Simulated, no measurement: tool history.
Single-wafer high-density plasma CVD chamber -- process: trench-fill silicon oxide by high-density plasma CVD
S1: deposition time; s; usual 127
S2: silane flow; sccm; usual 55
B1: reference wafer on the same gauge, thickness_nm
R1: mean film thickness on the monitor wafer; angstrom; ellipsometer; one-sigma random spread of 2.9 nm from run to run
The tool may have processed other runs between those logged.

run    hour   S1  S2       B1       R1
  1     0.0  116  55  626.136  6733.85
  2    78.3  116  55  626.980  6739.48
  3   160.1  116  55  627.597  6780.70
  4   235.9  127  55  626.989  7338.00
  5   341.7  127  55  627.529  7365.69
  6   434.5  127  55  627.525  7410.89
  7   498.0  109  49  626.927  5946.74
  8   556.3  127  59  627.443  7714.42
  9   595.8  138  55  627.763  8030.15
 10   687.4  127  55  627.255  7388.96
 11   792.2  127  55  627.704  7437.39
      849.8  -- gauge calibrated
 12   999.6  133  55  627.278  7775.80
 13  1049.3  133  55  627.293  7741.25
 14  1117.0  106  59  627.311  6395.83
 15  1183.4  113  46  626.663  5998.79
 16  1290.4  106  50  627.309  5850.88
     1334.6  -- silane flow controller replaced
 17  1383.1  113  51  627.439  5860.01
 18  1452.9  127  55  626.422  6848.13
 19  1531.6  136  50  627.472  7048.42
 20  1606.9  104  49  627.404  5281.39
 21  1666.4  127  55  626.884  6914.95
 22  1704.3  114  48  626.649  5772.54
     1729.9  -- silane flow controller replaced, repeated, since the last time left the tool worse
 23  1745.9  127  55  627.140  7228.53
 24  1782.0  139  55  626.895  7891.60
 25  1886.3  127  50  627.465  6835.95
 26  1958.9  147  48  627.340  7769.02
 27  2074.3  127  55  626.602  7257.49

How would selected steps in R1 from run to run divide? Give the signed amount a tool lacking its hidden state would still show from settings, what came in and random variation, and the signed amount left for the hidden state, including any gauge scatter that is not in both of the compared results.
Hidden state present: delivered silane flow above the setpoint (%); gauge reads high (%).
Run 7 -> 8: S1 109 -> 127, S2 49 -> 59. R1 +1767.68 angstrom: hidden state +47.24, all else +1720.44.
Run 16 -> 17: S1 106 -> 113, S2 50 -> 51, silane flow controller replaced. R1 +9.13 angstrom: hidden state -442.84, all else +451.97.
Run 19 -> 20: S1 136 -> 104, S2 50 -> 49. R1 -1767.03 angstrom: hidden state +86.89, all else -1853.92.
Run 22 -> 23: S1 114 -> 127, S2 48 -> 55, silane flow controller replaced, repeated, since the last time left the tool worse. R1 +1455.99 angstrom: hidden state +229.78, all else +1226.21.
